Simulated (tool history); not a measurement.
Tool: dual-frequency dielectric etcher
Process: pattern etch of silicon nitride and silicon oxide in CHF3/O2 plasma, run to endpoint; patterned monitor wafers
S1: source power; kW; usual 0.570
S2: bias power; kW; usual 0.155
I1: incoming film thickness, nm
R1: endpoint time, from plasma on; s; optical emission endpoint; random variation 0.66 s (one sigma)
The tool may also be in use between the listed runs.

{"run": 1, "hour": 0.0, "S1": 0.57, "S2": 0.171, "I1": 184.9, "R1": 120.3}
{"run": 2, "hour": 40.7, "S1": 0.57, "S2": 0.155, "I1": 185.3, "R1": 124.0}
{"run": 3, "hour": 88.0, "S1": 0.57, "S2": 0.155, "I1": 185.4, "R1": 124.9}
{"run": 4, "hour": 245.4, "S1": 0.57, "S2": 0.155, "I1": 185.6, "R1": 122.3}
{"hour": 281.6, "done": "wet clean of the chamber"}
{"run": 5, "hour": 305.2, "S1": 0.57, "S2": 0.155, "I1": 186.7, "R1": 128.7}
{"run": 6, "hour": 353.4, "S1": 0.57, "S2": 0.155, "I1": 184.2, "R1": 126.7}
{"run": 7, "hour": 512.1, "S1": 0.57, "S2": 0.155, "I1": 183.5, "R1": 123.4}
{"hour": 767.1, "done": "wet clean of the chamber"}
{"run": 8, "hour": 806.3, "S1": 0.57, "S2": 0.155, "I1": 189.4, "R1": 129.1}
{"run": 9, "hour": 883.1, "S1": 0.53, "S2": 0.18, "I1": 185.0, "R1": 121.5}
{"run": 10, "hour": 949.0, "S1": 0.53, "S2": 0.18, "I1": 183.9, "R1": 120.5}
{"hour": 980.8, "done": "source power generator calibrated"}
{"run": 11, "hour": 1110.0, "S1": 0.47, "S2": 0.155, "I1": 184.4, "R1": 133.0}
{"hour": 1181.8, "done": "upper electrode replaced"}
{"hour": 1248.7, "done": "wet clean of the chamber"}
{"run": 12, "hour": 1295.5, "S1": 0.47, "S2": 0.155, "I1": 185.2, "R1": 134.6}
{"run": 13, "hour": 1378.9, "S1": 0.49, "S2": 0.183, "I1": 185.3, "R1": 124.4}
{"hour": 1423.6, "done": "bias power generator calibrated"}
{"run": 14, "hour": 1453.6, "S1": 0.61, "S2": 0.166, "I1": 186.3, "R1": 120.7}
{"run": 15, "hour": 1529.8, "S1": 0.52, "S2": 0.155, "I1": 184.8, "R1": 128.6}
{"hour": 1780.7, "done": "wet clean of the chamber"}
{"run": 16, "hour": 1821.8, "S1": 0.45, "S2": 0.155, "I1": 186.1, "R1": 135.5}
{"run": 17, "hour": 1879.7, "S1": 0.52, "S2": 0.179, "I1": 185.9, "R1": 123.5}
{"run": 18, "hour": 1946.5, "S1": 0.48, "S2": 0.18, "I1": 183.2, "R1": 123.6}
{"run": 19, "hour": 2020.2, "S1": 0.57, "S2": 0.122, "I1": 185.8, "R1": 137.2}
{"run": 20, "hour": 2092.2, "S1": 0.57, "S2": 0.188, "I1": 184.8, "R1": 115.9}
{"run": 21, "hour": 2157.1, "S1": 0.57, "S2": 0.155, "I1": 186.1, "R1": 124.2}
{"hour": 2240.1, "done": "wet clean of the chamber"}
{"run": 22, "hour": 2240.6, "S1": 0.53, "S2": 0.155, "I1": 184.3, "R1": 129.6}
{"run": 23, "hour": 2267.9, "S1": 0.69, "S2": 0.169, "I1": 184.5, "R1": 114.7}
{"run": 24, "hour": 2351.0, "S1": 0.57, "S2": 0.155, "I1": 184.2, "R1": 126.9}
{"run": 25, "hour": 2447.3, "S1": 0.57, "S2": 0.155, "I1": 185.3, "R1": 126.0}

Hidden state or all else? Some run-to-run changes of R1, split into what the settings, what came in and random variation would give without the hidden state, and what is left for the hidden state (with any gauge scatter that isn't in both results):
The hidden state here: etch rate over this chamber's usual, %; source power that arrives over what is set, %; bias power that arrives over what is set, %.
Run 4 -> 5: wet clean of the chamber. R1 +6.4 s: hidden state +4.2, all else +2.2.
Run 19 -> 20: S2 0.122 -> 0.188. R1 -21.3 s: hidden state -0.2, all else -21.1.
Run 21 -> 22: S1 0.570 -> 0.530, wet clean of the chamber. R1 +5.4 s: hidden state +3.3, all else +2.1.
Run 22 -> 23: S1 0.530 -> 0.690, S2 0.155 -> 0.169. R1 -14.9 s: hidden state -0.2, all else -14.7.

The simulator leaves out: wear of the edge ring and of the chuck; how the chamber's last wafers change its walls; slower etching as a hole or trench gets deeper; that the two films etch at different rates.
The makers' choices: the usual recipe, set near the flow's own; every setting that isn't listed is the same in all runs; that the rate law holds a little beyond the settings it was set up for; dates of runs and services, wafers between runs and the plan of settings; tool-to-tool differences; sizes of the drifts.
